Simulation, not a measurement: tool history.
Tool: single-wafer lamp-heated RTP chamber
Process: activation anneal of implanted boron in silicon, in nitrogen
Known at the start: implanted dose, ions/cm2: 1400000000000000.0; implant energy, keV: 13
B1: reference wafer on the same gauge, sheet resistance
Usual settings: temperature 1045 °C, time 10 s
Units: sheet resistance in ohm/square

run 1 day=0.000 | temperature=1045 time=11 | B1=101.96 | sheet_resistance=94.16
run 2 day=2.200 | temperature=1045 time=10 | B1=102.08 | sheet_resistance=94.54
run 3 day=5.925 | temperature=1045 time=10 | B1=102.04 | sheet_resistance=93.65
run 4 day=8.008 | temperature=1045 time=10 | B1=101.95 | sheet_resistance=94.07
-- day=10.950 pyrometer window cleaned and pyrometer calibrated
run 5 day=11.288 | temperature=1045 time=10 | B1=101.91 | sheet_resistance=94.71
run 6 day=14.758 | temperature=1045 time=10 | B1=102.00 | sheet_resistance=94.57
-- day=16.954 gauge calibrated
run 7 day=17.842 | temperature=1053 time=10 | B1=102.11 | sheet_resistance=93.25
run 8 day=20.750 | temperature=1045 time=8 | B1=102.01 | sheet_resistance=94.53
run 9 day=25.183 | temperature=1045 time=8 | B1=102.05 | sheet_resistance=94.14
-- day=27.671 pyrometer window cleaned and pyrometer calibrated
run 10 day=34.462 | temperature=1045 time=10 | B1=101.99 | sheet_resistance=94.56
-- day=36.021 reflector plate cleaned
run 11 day=37.304 | temperature=1019 time=6 | B1=102.06 | sheet_resistance=101.44
-- day=43.917 pyrometer window cleaned and pyrometer calibrated
-- day=49.367 gauge calibrated
run 12 day=50.017 | temperature=1020 time=6 | B1=102.11 | sheet_resistance=101.52
run 13 day=51.988 | temperature=1045 time=10 | B1=101.97 | sheet_resistance=94.56
run 14 day=54.183 | temperature=1066 time=12 | B1=101.99 | sheet_resistance=90.77
run 15 day=57.717 | temperature=1045 time=10 | B1=101.93 | sheet_resistance=93.94
-- day=58.812 pyrometer window cleaned and pyrometer calibrated
run 16 day=61.404 | temperature=1061 time=8 | B1=102.02 | sheet_resistance=93.49
run 17 day=63.783 | temperature=1033 time=6 | B1=102.04 | sheet_resistance=98.89
run 18 day=66.192 | temperature=1022 time=10 | B1=101.98 | sheet_resistance=99.12
run 19 day=70.454 | temperature=1045 time=6 | B1=101.98 | sheet_resistance=95.69
run 20 day=73.412 | temperature=1021 time=10 | B1=101.99 | sheet_resistance=97.42

What the log doesn't show, run by run:
wafer temperature error from the tarnished reflector plate, K: 0 in every run
gauge reads high (%): 0 in every run
H1: true wafer temperature minus pyrometer reading, K
run=1 H1=5.19
run=2 H1=6.99
run=3 H1=10
run=4 H1=11.7
run=5 H1=1.89
run=6 H1=4.72
run=7 H1=7.24
run=8 H1=9.62
run=9 H1=13.2
run=10 H1=6.12
run=11 H1=8.44
run=12 H1=5.62
run=13 H1=7.23
run=14 H1=9.03
run=15 H1=11.9
run=16 H1=3.18
run=17 H1=5.13
run=18 H1=7.1
run=19 H1=10.6
run=20 H1=13
